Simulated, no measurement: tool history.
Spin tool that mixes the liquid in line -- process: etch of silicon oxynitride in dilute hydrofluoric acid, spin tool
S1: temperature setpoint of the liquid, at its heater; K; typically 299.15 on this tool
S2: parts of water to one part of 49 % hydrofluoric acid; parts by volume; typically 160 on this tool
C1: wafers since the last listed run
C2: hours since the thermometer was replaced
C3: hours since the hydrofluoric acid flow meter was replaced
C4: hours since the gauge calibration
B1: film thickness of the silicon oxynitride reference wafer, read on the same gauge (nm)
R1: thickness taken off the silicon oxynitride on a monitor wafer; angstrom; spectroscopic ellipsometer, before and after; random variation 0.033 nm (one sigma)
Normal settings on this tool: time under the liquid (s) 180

{"run": 1, "day": 0.0, "S1": 299.15, "S2": 160, "time under the liquid (s)": 180, "C1": 0, "C2": 735.8, "C3": 1976.9, "C4": 237.4, "B1": 90.01, "R1": 53.5}
{"run": 2, "day": 1.142, "S1": 299.15, "S2": 160, "time under the liquid (s)": 180, "C1": 218, "C2": 763.2, "C3": 2004.3, "C4": 264.8, "B1": 90.01, "R1": 53.5}
{"run": 3, "day": 2.367, "S1": 299.15, "S2": 160, "time under the liquid (s)": 180, "C1": 234, "C2": 792.6, "C3": 2033.7, "C4": 294.2, "B1": 89.99, "R1": 52.8}
{"run": 4, "day": 2.958, "S1": 299.15, "S2": 160, "time under the liquid (s)": 180, "C1": 113, "C2": 806.8, "C3": 2047.9, "C4": 308.4, "B1": 89.99, "R1": 53.1}
{"run": 5, "day": 3.642, "S1": 299.15, "S2": 160, "time under the liquid (s)": 180, "C1": 130, "C2": 823.2, "C3": 2064.3, "C4": 324.8, "B1": 90.01, "R1": 53.3}
{"run": 6, "day": 4.258, "S1": 299.15, "S2": 160, "time under the liquid (s)": 180, "C1": 118, "C2": 838.0, "C3": 2079.1, "C4": 339.6, "B1": 89.99, "R1": 53.1}
{"run": 7, "day": 4.846, "S1": 299.15, "S2": 160, "time under the liquid (s)": 180, "C1": 112, "C2": 852.1, "C3": 2093.2, "C4": 353.7, "B1": 90.0, "R1": 52.8}
{"day": 5.05, "done": "gauge calibrated"}
{"run": 8, "day": 5.862, "S1": 300.65, "S2": 160, "time under the liquid (s)": 215, "C1": 194, "C2": 876.5, "C3": 2117.6, "C4": 19.5, "B1": 90.01, "R1": 68.0}
{"run": 9, "day": 6.808, "S1": 299.15, "S2": 90, "time under the liquid (s)": 180, "C1": 181, "C2": 899.2, "C3": 2140.3, "C4": 42.2, "B1": 89.98, "R1": 100.1}
{"run": 10, "day": 7.512, "S1": 297.65, "S2": 125, "time under the liquid (s)": 290, "C1": 134, "C2": 916.1, "C3": 2157.2, "C4": 59.1, "B1": 90.01, "R1": 104.7}
{"day": 8.1, "done": "thermometer replaced"}
{"run": 11, "day": 8.633, "S1": 302.65, "S2": 140, "time under the liquid (s)": 260, "C1": 206, "C2": 12.8, "C3": 2184.1, "C4": 86.0, "B1": 90.0, "R1": 97.2}
{"run": 12, "day": 9.371, "S1": 299.15, "S2": 160, "time under the liquid (s)": 180, "C1": 141, "C2": 30.5, "C3": 2201.8, "C4": 103.7, "B1": 89.98, "R1": 49.6}
{"day": 9.467, "done": "hydrofluoric acid flow meter replaced"}
{"run": 13, "day": 10.779, "S1": 301.65, "S2": 230, "time under the liquid (s)": 115, "C1": 261, "C2": 64.3, "C3": 31.5, "C4": 137.5, "B1": 90.01, "R1": 23.2}
{"day": 11.158, "done": "thermometer replaced, repeated, since the last time left the tool worse"}
{"run": 14, "day": 12.075, "S1": 299.15, "S2": 160, "time under the liquid (s)": 180, "C1": 240, "C2": 22.0, "C3": 62.6, "C4": 168.6, "B1": 90.01, "R1": 56.7}
{"run": 15, "day": 12.7, "S1": 299.15, "S2": 205, "time under the liquid (s)": 180, "C1": 119, "C2": 37.0, "C3": 77.6, "C4": 183.6, "B1": 90.0, "R1": 42.7}

Each row is a separate what-if for the run after 15, all from the same tool condition, not one after another. Results?
{"run": "A", "day": 12.721, "S1": 299.15, "S2": 160, "time under the liquid (s)": 180, "C1": 3, "C2": 37.5, "C3": 78.1, "C4": 184.1, "B1": "?", "R1": "?"}
{"run": "B", "day": 12.721, "S1": 299.15, "S2": 240, "time under the liquid (s)": 180, "C1": 3, "C2": 37.5, "C3": 78.1, "C4": 184.1, "B1": "?", "R1": "?"}
{"run": "C", "day": 12.721, "S1": 294.65, "S2": 210, "time under the liquid (s)": 95, "C1": 3, "C2": 37.5, "C3": 78.1, "C4": 184.1, "B1": "?", "R1": "?"}
{"run": "D", "day": 12.721, "S1": 300.65, "S2": 195, "time under the liquid (s)": 285, "C1": 3, "C2": 37.5, "C3": 78.1, "C4": 184.1, "B1": "?", "R1": "?"}
{"run": "E", "day": 12.721, "S1": 296.65, "S2": 90, "time under the liquid (s)": 180, "C1": 3, "C2": 37.5, "C3": 78.1, "C4": 184.1, "B1": "?", "R1": "?"}

run=A B1=90.00 R1=57.1
run=B B1=90.00 R1=35.7
run=C B1=90.00 R1=18.0
run=D B1=90.00 R1=76.9
run=E B1=90.00 R1=95.7
Stripped of hidden state, with their random variation kept, the same runs would have yielded:
run=A R1=57.9
run=B R1=36.2
run=C R1=18.3
run=D R1=78.0
run=E R1=97.1
